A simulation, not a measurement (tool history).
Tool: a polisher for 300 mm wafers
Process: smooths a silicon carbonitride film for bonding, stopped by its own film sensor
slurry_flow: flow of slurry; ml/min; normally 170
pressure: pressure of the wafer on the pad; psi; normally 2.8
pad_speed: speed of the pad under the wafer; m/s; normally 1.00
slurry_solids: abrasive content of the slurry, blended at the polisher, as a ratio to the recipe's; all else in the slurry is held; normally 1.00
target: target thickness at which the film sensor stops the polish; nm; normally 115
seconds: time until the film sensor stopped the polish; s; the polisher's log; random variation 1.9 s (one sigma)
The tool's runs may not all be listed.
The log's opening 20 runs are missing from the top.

run,hour,slurry_flow,pressure,pad_speed,slurry_solids,target,"incoming thickness of the incoming film, nm",seconds
21,459.4,170,2.8,1.00,1.00,115,149.4,108.8
# hour 492.0: slurry blender recalibrated
22,492.5,170,2.1,0.64,1.00,115,152.1,209.5
23,506.8,170,2.8,0.74,1.00,108,151.7,166.2
24,524.7,120,2.2,1.00,1.00,107,150.1,195.0
25,555.8,170,2.1,1.00,1.00,126,150.4,109.7
26,590.9,170,2.8,1.36,1.15,121,150.1,75.5
# hour 601.2: slurry nozzle cleaned
27,603.6,220,2.8,1.00,1.20,115,149.5,106.0
# hour 614.1: worn pad replaced by a new one
28,633.8,155,2.8,0.64,1.00,115,150.7,157.8
29,667.6,170,2.8,1.00,1.00,115,147.7,105.7
# hour 680.1: head pressure recalibrated
30,698.0,170,2.8,1.00,1.00,115,153.1,113.0
31,711.5,170,2.8,1.00,1.00,115,148.3,97.4

What if the next run were any one of these 3? Each begins from the tool's condition after run 31:
A,712.0,170,2.8,1.00,1.00,115,150.8,?
B,712.0,170,2.8,0.64,1.00,107,150.8,?
C,712.0,230,2.8,1.00,1.00,115,150.8,?

run,seconds
A,104.7
B,164.6
C,100.2
With no hidden state in the tool, these same runs would have given:
run,seconds
A,104.1
B,163.6
C,99.6
